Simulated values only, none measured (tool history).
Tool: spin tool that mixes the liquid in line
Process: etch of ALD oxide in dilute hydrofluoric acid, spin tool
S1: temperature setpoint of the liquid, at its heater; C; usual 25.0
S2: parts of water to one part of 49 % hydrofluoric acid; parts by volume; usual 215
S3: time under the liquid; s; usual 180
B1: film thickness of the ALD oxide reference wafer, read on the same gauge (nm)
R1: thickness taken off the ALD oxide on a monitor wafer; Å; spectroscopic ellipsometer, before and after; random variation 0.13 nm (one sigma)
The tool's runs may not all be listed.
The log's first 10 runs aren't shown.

{"run": 11, "hour": 478.0, "S1": 25.0, "S2": 215, "S3": 180, "B1": 109.96, "R1": 239.3}
{"run": 12, "hour": 535.4, "S1": 23.5, "S2": 215, "S3": 210, "B1": 109.98, "R1": 265.4}
{"hour": 559.8, "done": "thermometer replaced"}
{"run": 13, "hour": 597.2, "S1": 25.0, "S2": 135, "S3": 280, "B1": 110.03, "R1": 689.4}
{"run": 14, "hour": 648.5, "S1": 25.0, "S2": 215, "S3": 180, "B1": 110.0, "R1": 255.9}
{"hour": 654.8, "done": "hydrofluoric acid flow meter replaced"}
{"run": 15, "hour": 708.3, "S1": 28.0, "S2": 115, "S3": 285, "B1": 110.0, "R1": 939.5}
{"run": 16, "hour": 766.6, "S1": 22.5, "S2": 260, "S3": 115, "B1": 110.01, "R1": 116.3}
{"run": 17, "hour": 797.1, "S1": 25.0, "S2": 275, "S3": 180, "B1": 110.0, "R1": 184.9}
{"run": 18, "hour": 841.7, "S1": 27.0, "S2": 300, "S3": 120, "B1": 110.01, "R1": 118.3}
{"run": 19, "hour": 991.3, "S1": 29.0, "S2": 215, "S3": 115, "B1": 109.95, "R1": 185.3}
{"hour": 992.5, "done": "gauge calibrated"}
{"run": 20, "hour": 1187.4, "S1": 20.0, "S2": 215, "S3": 120, "B1": 109.99, "R1": 138.3}
{"run": 21, "hour": 1236.8, "S1": 23.0, "S2": 130, "S3": 135, "B1": 110.03, "R1": 316.3}
{"run": 22, "hour": 1287.1, "S1": 25.0, "S2": 215, "S3": 285, "B1": 110.04, "R1": 396.9}
{"run": 23, "hour": 1327.1, "S1": 20.0, "S2": 165, "S3": 280, "B1": 110.03, "R1": 440.1}
{"run": 24, "hour": 1365.2, "S1": 27.0, "S2": 300, "S3": 120, "B1": 109.98, "R1": 117.0}
{"run": 25, "hour": 1392.3, "S1": 25.0, "S2": 120, "S3": 180, "B1": 110.02, "R1": 498.2}
{"run": 26, "hour": 1420.6, "S1": 21.0, "S2": 215, "S3": 255, "B1": 110.02, "R1": 304.5}
{"run": 27, "hour": 1482.4, "S1": 25.0, "S2": 215, "S3": 180, "B1": 109.98, "R1": 247.2}
{"run": 28, "hour": 1553.8, "S1": 27.5, "S2": 215, "S3": 280, "B1": 110.01, "R1": 421.6}
{"run": 29, "hour": 1625.0, "S1": 25.0, "S2": 120, "S3": 180, "B1": 109.98, "R1": 491.6}
{"run": 30, "hour": 1656.2, "S1": 26.5, "S2": 215, "S3": 180, "B1": 110.0, "R1": 264.1}
{"run": 31, "hour": 1726.0, "S1": 26.5, "S2": 170, "S3": 260, "B1": 110.02, "R1": 503.1}
{"run": 32, "hour": 1901.9, "S1": 25.0, "S2": 215, "S3": 180, "B1": 109.94, "R1": 246.6}
{"run": 33, "hour": 1953.6, "S1": 29.0, "S2": 320, "S3": 100, "B1": 109.98, "R1": 94.7}
{"run": 34, "hour": 2003.7, "S1": 25.0, "S2": 215, "S3": 180, "B1": 109.99, "R1": 245.4}
{"run": 35, "hour": 2035.8, "S1": 25.0, "S2": 290, "S3": 105, "B1": 109.95, "R1": 98.9}

Forecast each of these 3 alternatives for the next run:
{"run": "A", "hour": 2036.3, "S1": 25.0, "S2": 215, "S3": 250, "B1": "?", "R1": "?"}
{"run": "B", "hour": 2036.3, "S1": 29.0, "S2": 215, "S3": 180, "B1": "?", "R1": "?"}
{"run": "C", "hour": 2036.3, "S1": 25.0, "S2": 215, "S3": 90, "B1": "?", "R1": "?"}

run=A B1=109.96 R1=339.7
run=B B1=109.96 R1=282.2
run=C B1=109.96 R1=122.3
Without the tool's hidden state the same runs would have given:
run=A R1=351.9
run=B R1=291.9
run=C R1=126.7
